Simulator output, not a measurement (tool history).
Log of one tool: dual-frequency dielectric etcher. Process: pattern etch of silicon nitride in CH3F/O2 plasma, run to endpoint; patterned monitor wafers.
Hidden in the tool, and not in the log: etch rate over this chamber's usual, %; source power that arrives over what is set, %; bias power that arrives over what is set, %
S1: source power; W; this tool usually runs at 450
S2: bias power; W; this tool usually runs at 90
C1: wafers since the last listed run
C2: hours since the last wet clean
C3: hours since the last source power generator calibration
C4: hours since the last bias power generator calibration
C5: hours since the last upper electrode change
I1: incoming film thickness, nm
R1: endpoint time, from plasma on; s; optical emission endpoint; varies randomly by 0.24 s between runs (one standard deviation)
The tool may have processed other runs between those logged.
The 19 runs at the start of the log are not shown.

run    hour   S1   S2    C1     C2      C3      C4      C5    I1    R1
 20  1439.3  450   90   868  416.3   637.5   377.6     213    67  70.7
 21  1504.6  480   90   670  481.6   702.8   442.9   278.3  67.2  69.2
 22  1605.9  450   90  1039  582.9   804.1   544.2   379.6  66.5  70.1
     1632.6  -- wet clean of the chamber
 23  1659.4  410   78   302   26.8   857.6   597.7   433.1  67.2  76.5
 24    1698  500  109   396   65.4   896.2   636.3   471.7  66.9  63.5
 25  1766.9  450   90   707  134.3   965.1   705.2   540.6  66.4  69.9
 26  1865.4  450   90  1011  232.8  1063.6   803.7   639.1  66.4  69.8
 27  1915.4  520   77   513  282.8  1113.6   853.7   689.1  66.7  70.6
 28    2017  450   90  1042  384.4  1215.2   955.3   790.7  66.9  70.6
 29  2053.2  400  106   371  420.6  1251.4   991.5   826.9  66.8  68.1
 30  2095.8  450  102   437  463.2    1294  1034.1   869.5  66.3  66.6
 31  2202.1  350   97  1091  569.5  1400.3  1140.4   975.8  66.6  73.5
 32    2251  530   78   501  618.4  1449.2  1189.3  1024.7    67  69.9
     2329.4  -- wet clean of the chamber
 33  2329.9  530   90   563    0.5  1528.1  1268.2  1103.6  66.6  66.4
 34  2391.2  540   90   629   61.8  1589.4  1329.5  1164.9  66.2  65.4
 35  2441.8  450   69   519  112.4    1640  1380.1  1215.5  66.3  76.9

Below are 4 alternative next runs, each starting from the tool's condition after run 35. Predict each:
  A  2442.3  450   83   5  112.9  1640.5  1380.6  1216  66.8   ?
  B  2442.3  420  111   5  112.9  1640.5  1380.6  1216  66.8   ?
  C  2442.3  520   72   5  112.9  1640.5  1380.6  1216  66.8   ?
  D  2442.3  450   81   5  112.9  1640.5  1380.6  1216  66.8   ?

run    R1
  A  72.1
  B  66.4
  C  72.2
  D  72.7
What these runs would have given with no unlogged condition in the tool:
run    R1
  A  72.1
  B  66.4
  C  72.2
  D  72.7

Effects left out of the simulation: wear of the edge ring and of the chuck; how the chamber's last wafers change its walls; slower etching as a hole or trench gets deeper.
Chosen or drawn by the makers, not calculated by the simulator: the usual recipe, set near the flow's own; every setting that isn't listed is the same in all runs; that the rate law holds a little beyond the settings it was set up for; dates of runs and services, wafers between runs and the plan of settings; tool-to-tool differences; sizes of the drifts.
